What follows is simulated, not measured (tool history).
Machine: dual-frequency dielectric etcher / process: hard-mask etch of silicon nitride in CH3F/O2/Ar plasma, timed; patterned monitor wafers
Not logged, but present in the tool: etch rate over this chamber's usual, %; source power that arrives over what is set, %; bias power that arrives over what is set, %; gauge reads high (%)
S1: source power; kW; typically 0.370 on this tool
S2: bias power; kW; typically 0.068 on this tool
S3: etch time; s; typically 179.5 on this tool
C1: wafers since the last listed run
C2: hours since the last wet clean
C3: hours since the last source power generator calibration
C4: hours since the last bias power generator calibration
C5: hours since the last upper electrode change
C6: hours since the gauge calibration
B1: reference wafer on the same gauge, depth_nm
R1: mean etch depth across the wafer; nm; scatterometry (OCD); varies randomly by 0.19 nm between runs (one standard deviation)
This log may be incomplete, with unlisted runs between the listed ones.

run 1 hour=0.0 | S1=0.370 S2=0.068 S3=179.5 | C1=0 C2=447.8 C3=4249.8 C4=4694.6 C5=2655.7 C6=94.4 | B1=105.0 | R1=121.2
run 2 hour=11.2 | S1=0.370 S2=0.068 S3=179.5 | C1=66 C2=459.0 C3=4261.0 C4=4705.8 C5=2666.9 C6=105.6 | B1=105.0 | R1=121.1
run 3 hour=24.5 | S1=0.370 S2=0.057 S3=179.5 | C1=78 C2=472.3 C3=4274.3 C4=4719.1 C5=2680.2 C6=118.9 | B1=105.0 | R1=115.4
run 4 hour=35.9 | S1=0.370 S2=0.057 S3=179.5 | C1=67 C2=483.7 C3=4285.7 C4=4730.5 C5=2691.6 C6=130.3 | B1=105.0 | R1=115.2
run 5 hour=51.4 | S1=0.370 S2=0.057 S3=179.5 | C1=91 C2=499.2 C3=4301.2 C4=4746.0 C5=2707.1 C6=145.8 | B1=105.0 | R1=115.5
-- hour=59.8 bias power generator calibrated
-- hour=82.0 upper electrode replaced
run 6 hour=82.5 | S1=0.370 S2=0.068 S3=179.5 | C1=29 C2=530.3 C3=4332.3 C4=22.7 C5=0.5 C6=176.9 | B1=105.0 | R1=120.6
run 7 hour=82.9 | S1=0.370 S2=0.068 S3=179.5 | C1=2 C2=530.7 C3=4332.7 C4=23.1 C5=0.9 C6=177.3 | B1=105.0 | R1=120.6
run 8 hour=83.2 | S1=0.370 S2=0.068 S3=138.5 | C1=1 C2=531.0 C3=4333.0 C4=23.4 C5=1.2 C6=177.6 | B1=105.0 | R1=93.1
run 9 hour=87.1 | S1=0.370 S2=0.053 S3=179.5 | C1=22 C2=534.9 C3=4336.9 C4=27.3 C5=5.1 C6=181.5 | B1=105.0 | R1=112.8
-- hour=92.6 gauge calibrated
-- hour=112.9 source power generator calibrated
-- hour=113.0 wet clean of the chamber
run 10 hour=113.5 | S1=0.340 S2=0.052 S3=132.0 | C1=131 C2=0.5 C3=0.6 C4=53.7 C5=31.5 C6=20.9 | B1=105.0 | R1=82.3
run 11 hour=113.9 | S1=0.370 S2=0.068 S3=179.5 | C1=2 C2=0.9 C3=1.0 C4=54.1 C5=31.9 C6=21.3 | B1=104.9 | R1=124.2
run 12 hour=120.8 | S1=0.450 S2=0.076 S3=208.0 | C1=40 C2=7.8 C3=7.9 C4=61.0 C5=38.8 C6=28.2 | B1=105.0 | R1=160.7
run 13 hour=134.7 | S1=0.440 S2=0.061 S3=179.5 | C1=81 C2=21.7 C3=21.8 C4=74.9 C5=52.7 C6=42.1 | B1=105.1 | R1=129.4
run 14 hour=150.6 | S1=0.370 S2=0.057 S3=179.5 | C1=93 C2=37.6 C3=37.7 C4=90.8 C5=68.6 C6=58.0 | B1=105.0 | R1=118.2
run 15 hour=164.8 | S1=0.390 S2=0.051 S3=200.5 | C1=83 C2=51.8 C3=51.9 C4=105.0 C5=82.8 C6=72.2 | B1=105.0 | R1=131.2

Describe how what the log doesn't record of the tool's condition differs between the last listed run preceding each entry between runs and the first listed run following it.
Between runs 5 and 6: bias power generator calibrated (hour 59.8); upper electrode replaced (hour 82.0)
  etch rate over this chamber's usual, %: -2.65 -> -2.8
  the result without the hidden state subtracted from the measured one, R1: -3.1 -> -3.5 nm
Between runs 9 and 10: gauge calibrated (hour 92.6); source power generator calibrated (hour 112.9); wet clean of the chamber (hour 113.0)
  etch rate over this chamber's usual, %: -2.82 -> 0.085
  the result without the hidden state subtracted from the measured one, R1: -3.3 -> +0.1 nm

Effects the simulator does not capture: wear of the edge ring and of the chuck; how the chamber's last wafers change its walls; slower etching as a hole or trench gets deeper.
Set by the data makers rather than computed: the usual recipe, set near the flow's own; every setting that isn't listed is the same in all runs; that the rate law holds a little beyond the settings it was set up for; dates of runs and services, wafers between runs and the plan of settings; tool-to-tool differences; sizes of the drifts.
